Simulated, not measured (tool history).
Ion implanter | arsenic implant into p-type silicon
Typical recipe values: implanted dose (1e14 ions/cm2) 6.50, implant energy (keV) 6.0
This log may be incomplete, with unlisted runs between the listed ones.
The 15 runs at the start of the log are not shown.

| run | hour | implanted dose (1e14 ions/cm2) | implant energy (keV) | wafers since the last listed run | hours since the last dose calibration | hours since the extraction supply was calibrated | hours since the gauge calibration | read-back reference wafer on the same gauge, sheet resistance | sheet resistance of the implanted and annealed layer (ohm/square) |
|---|---|---|---|---|---|---|---|---|---|
|  | 822.1 | gauge calibrated |
| 16 | 841.8 | 7.69 | 6.0 | 1857 | 503.7 | 542.3 | 19.7 | 149.01 | 157.69 |
| 17 | 871.0 | 8.05 | 6.5 | 755 | 532.9 | 571.5 | 48.9 | 148.98 | 152.84 |
| 18 | 907.7 | 8.44 | 5.0 | 949 | 569.6 | 608.2 | 85.6 | 149.15 | 148.04 |
| 19 | 959.0 | 7.84 | 6.5 | 1327 | 620.9 | 659.5 | 136.9 | 149.04 | 156.93 |
| 20 | 1010.7 | 8.20 | 6.0 | 1337 | 672.6 | 711.2 | 188.6 | 148.97 | 151.04 |
| 21 | 1074.0 | 6.50 | 6.0 | 1637 | 735.9 | 774.5 | 251.9 | 149.01 | 178.79 |
| 22 | 1101.9 | 5.38 | 7.0 | 721 | 763.8 | 802.4 | 279.8 | 148.97 | 207.87 |
| 23 | 1144.4 | 4.82 | 8.0 | 1099 | 806.3 | 844.9 | 322.3 | 148.97 | 225.80 |
| 24 | 1183.0 | 6.50 | 6.0 | 998 | 844.9 | 883.5 | 360.9 | 149.06 | 180.26 |
| 25 | 1215.4 | 6.50 | 6.0 | 838 | 877.3 | 915.9 | 393.3 | 149.05 | 180.75 |
| 26 | 1403.4 | 4.63 | 6.0 | 4864 | 1065.3 | 1103.9 | 581.3 | 149.12 | 236.03 |
| 27 | 1428.4 | 7.78 | 7.0 | 646 | 1090.3 | 1128.9 | 606.3 | 149.07 | 157.52 |
| 28 | 1469.6 | 5.01 | 6.0 | 1065 | 1131.5 | 1170.1 | 647.5 | 148.97 | 221.81 |
| 29 | 1540.5 | 7.20 | 4.0 | 1834 | 1202.4 | 1241.0 | 718.4 | 149.12 | 169.61 |
| 30 | 1604.1 | 5.92 | 5.5 | 1645 | 1266.0 | 1304.6 | 782.0 | 148.95 | 194.02 |
| 31 | 1648.0 | 8.07 | 7.0 | 1135 | 1309.9 | 1348.5 | 825.9 | 148.98 | 153.67 |
| 32 | 1681.7 | 5.74 | 7.5 | 871 | 1343.6 | 1382.2 | 859.6 | 149.01 | 198.26 |
| 33 | 1712.5 | 7.57 | 4.5 | 796 | 1374.4 | 1413.0 | 890.4 | 149.07 | 162.57 |
| 34 | 1744.8 | 6.50 | 6.0 | 835 | 1406.7 | 1445.3 | 922.7 | 148.98 | 180.87 |
| 35 | 1804.6 | 4.82 | 7.5 | 1547 | 1466.5 | 1505.1 | 982.5 | 149.03 | 227.63 |
| 36 | 1871.4 | 6.01 | 4.5 | 1728 | 1533.3 | 1571.9 | 1049.3 | 149.11 | 193.35 |

Consider 5 possible next runs. They are alternatives, not a sequence: every one starts from the tool as it was left by run 36. What does each give?
| A | 1871.8 | 6.50 | 6.0 | 10 | 1533.7 | 1572.3 | 1049.7 | ? | ? |
| B | 1871.8 | 4.62 | 4.0 | 10 | 1533.7 | 1572.3 | 1049.7 | ? | ? |
| C | 1871.8 | 7.13 | 7.0 | 10 | 1533.7 | 1572.3 | 1049.7 | ? | ? |
| D | 1871.8 | 7.11 | 7.5 | 10 | 1533.7 | 1572.3 | 1049.7 | ? | ? |
| E | 1871.8 | 8.38 | 7.0 | 10 | 1533.7 | 1572.3 | 1049.7 | ? | ? |

| run | read-back reference wafer on the same gauge, sheet resistance | sheet resistance of the implanted and annealed layer (ohm/square) |
|---|---|---|
| A | 149.03 | 181.83 |
| B | 149.03 | 240.03 |
| C | 149.03 | 168.84 |
| D | 149.03 | 168.91 |
| E | 149.03 | 149.91 |
With no hidden state in the tool, these same runs would have given:
| run | sheet resistance of the implanted and annealed layer (ohm/square) |
|---|---|
| A | 179.25 |
| B | 236.49 |
| C | 166.50 |
| D | 166.56 |
| E | 147.94 |

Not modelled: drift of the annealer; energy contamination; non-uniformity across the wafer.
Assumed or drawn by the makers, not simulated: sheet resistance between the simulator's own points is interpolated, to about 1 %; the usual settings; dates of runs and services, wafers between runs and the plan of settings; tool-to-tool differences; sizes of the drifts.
